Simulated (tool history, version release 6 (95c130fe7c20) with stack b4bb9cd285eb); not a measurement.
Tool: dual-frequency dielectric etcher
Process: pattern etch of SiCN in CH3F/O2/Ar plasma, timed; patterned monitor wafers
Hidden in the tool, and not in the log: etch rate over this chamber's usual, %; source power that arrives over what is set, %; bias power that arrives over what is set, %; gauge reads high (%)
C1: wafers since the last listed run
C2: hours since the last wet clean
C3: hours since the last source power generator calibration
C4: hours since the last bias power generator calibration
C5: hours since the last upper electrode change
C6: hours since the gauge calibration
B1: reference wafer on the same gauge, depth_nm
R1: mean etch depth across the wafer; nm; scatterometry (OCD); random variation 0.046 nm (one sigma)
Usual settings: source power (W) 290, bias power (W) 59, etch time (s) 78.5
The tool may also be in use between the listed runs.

run 1 day=0.000 | source_power_(W)=290 bias_power_(W)=59 etch_time_(s)=78.5 | C1=0 C2=8.9 C3=36.3 C4=3712.2 C5=4995.7 C6=44.5 | B1=24.81 | R1=22.73
run 2 day=1.129 | source_power_(W)=290 bias_power_(W)=59 etch_time_(s)=78.5 | C1=283 C2=36.0 C3=63.4 C4=3739.3 C5=5022.8 C6=71.6 | B1=24.81 | R1=22.55
run 3 day=2.175 | source_power_(W)=290 bias_power_(W)=59 etch_time_(s)=78.5 | C1=262 C2=61.1 C3=88.5 C4=3764.4 C5=5047.9 C6=96.7 | B1=24.79 | R1=22.59
run 4 day=3.029 | source_power_(W)=290 bias_power_(W)=59 etch_time_(s)=78.5 | C1=214 C2=81.6 C3=109.0 C4=3784.9 C5=5068.4 C6=117.2 | B1=24.81 | R1=22.54
run 5 day=3.854 | source_power_(W)=290 bias_power_(W)=59 etch_time_(s)=78.5 | C1=207 C2=101.4 C3=128.8 C4=3804.7 C5=5088.2 C6=137.0 | B1=24.82 | R1=22.47
run 6 day=4.833 | source_power_(W)=270 bias_power_(W)=54 etch_time_(s)=62.0 | C1=245 C2=124.9 C3=152.3 C4=3828.2 C5=5111.7 C6=160.5 | B1=24.80 | R1=16.55
run 7 day=5.621 | source_power_(W)=360 bias_power_(W)=53 etch_time_(s)=97.5 | C1=197 C2=143.8 C3=171.2 C4=3847.1 C5=5130.6 C6=179.4 | B1=24.78 | R1=30.13
run 8 day=6.842 | source_power_(W)=290 bias_power_(W)=71 etch_time_(s)=78.5 | C1=306 C2=173.1 C3=200.5 C4=3876.4 C5=5159.9 C6=208.7 | B1=24.80 | R1=24.07
run 9 day=7.379 | source_power_(W)=310 bias_power_(W)=66 etch_time_(s)=97.5 | C1=134 C2=186.0 C3=213.4 C4=3889.3 C5=5172.8 C6=221.6 | B1=24.81 | R1=30.26
run 10 day=8.808 | source_power_(W)=340 bias_power_(W)=50 etch_time_(s)=99.0 | C1=358 C2=220.3 C3=247.7 C4=3923.6 C5=5207.1 C6=255.9 | B1=24.80 | R1=28.80
-- day=9.933 upper electrode replaced
run 11 day=9.954 | source_power_(W)=240 bias_power_(W)=59 etch_time_(s)=93.0 | C1=36 C2=247.8 C3=275.2 C4=3951.1 C5=0.5 C6=283.4 | B1=24.79 | R1=23.91
run 12 day=11.167 | source_power_(W)=290 bias_power_(W)=59 etch_time_(s)=78.5 | C1=304 C2=276.9 C3=304.3 C4=3980.2 C5=29.6 C6=312.5 | B1=24.83 | R1=22.34
run 13 day=12.433 | source_power_(W)=290 bias_power_(W)=71 etch_time_(s)=78.5 | C1=318 C2=307.3 C3=334.7 C4=4010.6 C5=60.0 C6=342.9 | B1=24.81 | R1=23.95
run 14 day=13.492 | source_power_(W)=230 bias_power_(W)=67 etch_time_(s)=78.5 | C1=265 C2=332.7 C3=360.1 C4=4036.0 C5=85.4 C6=368.3 | B1=24.80 | R1=20.48
-- day=14.525 bias power generator calibrated
-- day=15.517 wet clean of the chamber
run 15 day=16.146 | source_power_(W)=260 bias_power_(W)=71 etch_time_(s)=78.5 | C1=375 C2=15.1 C3=423.8 C4=38.9 C5=149.1 C6=432.0 | B1=24.81 | R1=22.88
run 16 day=17.621 | source_power_(W)=290 bias_power_(W)=59 etch_time_(s)=78.5 | C1=370 C2=50.5 C3=459.2 C4=74.3 C5=184.5 C6=467.4 | B1=24.80 | R1=22.50
run 17 day=18.129 | source_power_(W)=290 bias_power_(W)=59 etch_time_(s)=78.5 | C1=127 C2=62.7 C3=471.4 C4=86.5 C5=196.7 C6=479.6 | B1=24.81 | R1=22.52
run 18 day=19.217 | source_power_(W)=290 bias_power_(W)=63 etch_time_(s)=66.5 | C1=273 C2=88.8 C3=497.5 C4=112.6 C5=222.8 C6=505.7 | B1=24.78 | R1=19.64
run 19 day=20.496 | source_power_(W)=220 bias_power_(W)=52 etch_time_(s)=78.5 | C1=321 C2=119.5 C3=528.2 C4=143.3 C5=253.5 C6=536.4 | B1=24.81 | R1=18.21
run 20 day=21.212 | source_power_(W)=230 bias_power_(W)=66 etch_time_(s)=57.0 | C1=179 C2=136.7 C3=545.4 C4=160.5 C5=270.7 C6=553.6 | B1=24.81 | R1=14.93
run 21 day=21.758 | source_power_(W)=260 bias_power_(W)=59 etch_time_(s)=69.5 | C1=137 C2=149.8 C3=558.5 C4=173.6 C5=283.8 C6=566.7 | B1=24.83 | R1=18.69
run 22 day=22.338 | source_power_(W)=290 bias_power_(W)=59 etch_time_(s)=78.5 | C1=145 C2=163.7 C3=572.4 C4=187.5 C5=297.7 C6=580.6 | B1=24.79 | R1=22.42
run 23 day=23.117 | source_power_(W)=290 bias_power_(W)=52 etch_time_(s)=60.5 | C1=195 C2=182.4 C3=591.1 C4=206.2 C5=316.4 C6=599.3 | B1=24.81 | R1=16.49
run 24 day=23.692 | source_power_(W)=290 bias_power_(W)=59 etch_time_(s)=78.5 | C1=144 C2=196.2 C3=604.9 C4=220.0 C5=330.2 C6=613.1 | B1=24.80 | R1=22.41
run 25 day=24.446 | source_power_(W)=320 bias_power_(W)=50 etch_time_(s)=61.5 | C1=189 C2=214.3 C3=623.0 C4=238.1 C5=348.3 C6=631.2 | B1=24.83 | R1=17.32
run 26 day=25.046 | source_power_(W)=220 bias_power_(W)=54 etch_time_(s)=63.5 | C1=150 C2=228.7 C3=637.4 C4=252.5 C5=362.7 C6=645.6 | B1=24.79 | R1=14.87
run 27 day=26.000 | source_power_(W)=290 bias_power_(W)=59 etch_time_(s)=78.5 | C1=239 C2=251.6 C3=660.3 C4=275.4 C5=385.6 C6=668.5 | B1=24.81 | R1=22.24
run 28 day=27.254 | source_power_(W)=340 bias_power_(W)=50 etch_time_(s)=99.0 | C1=314 C2=281.7 C3=690.4 C4=305.5 C5=415.7 C6=698.6 | B1=24.79 | R1=28.71
run 29 day=28.442 | source_power_(W)=290 bias_power_(W)=59 etch_time_(s)=78.5 | C1=298 C2=310.2 C3=718.9 C4=334.0 C5=444.2 C6=727.1 | B1=24.79 | R1=22.16

What the log doesn't show, run by run:
source power that arrives over what is set, %: 0 in every run
bias power that arrives over what is set, %: 0 in every run
gauge reads high (%): 0 in every run
H1: etch rate over this chamber's usual, %
run=1 H1=0.427
run=2 H1=0.256
run=3 H1=0.0967
run=4 H1=-0.0332
run=5 H1=-0.159
run=6 H1=-0.307
run=7 H1=-0.427
run=8 H1=-0.613
run=9 H1=-0.695
run=10 H1=-0.912
run=11 H1=-1.09
run=12 H1=-1.27
run=13 H1=-1.46
run=14 H1=-1.62
run=15 H1=0.101
run=16 H1=-0.123
run=17 H1=-0.201
run=18 H1=-0.366
run=19 H1=-0.561
run=20 H1=-0.67
run=21 H1=-0.753
run=22 H1=-0.841
run=23 H1=-0.959
run=24 H1=-1.05
run=25 H1=-1.16
run=26 H1=-1.25
run=27 H1=-1.4
run=28 H1=-1.59
run=29 H1=-1.77
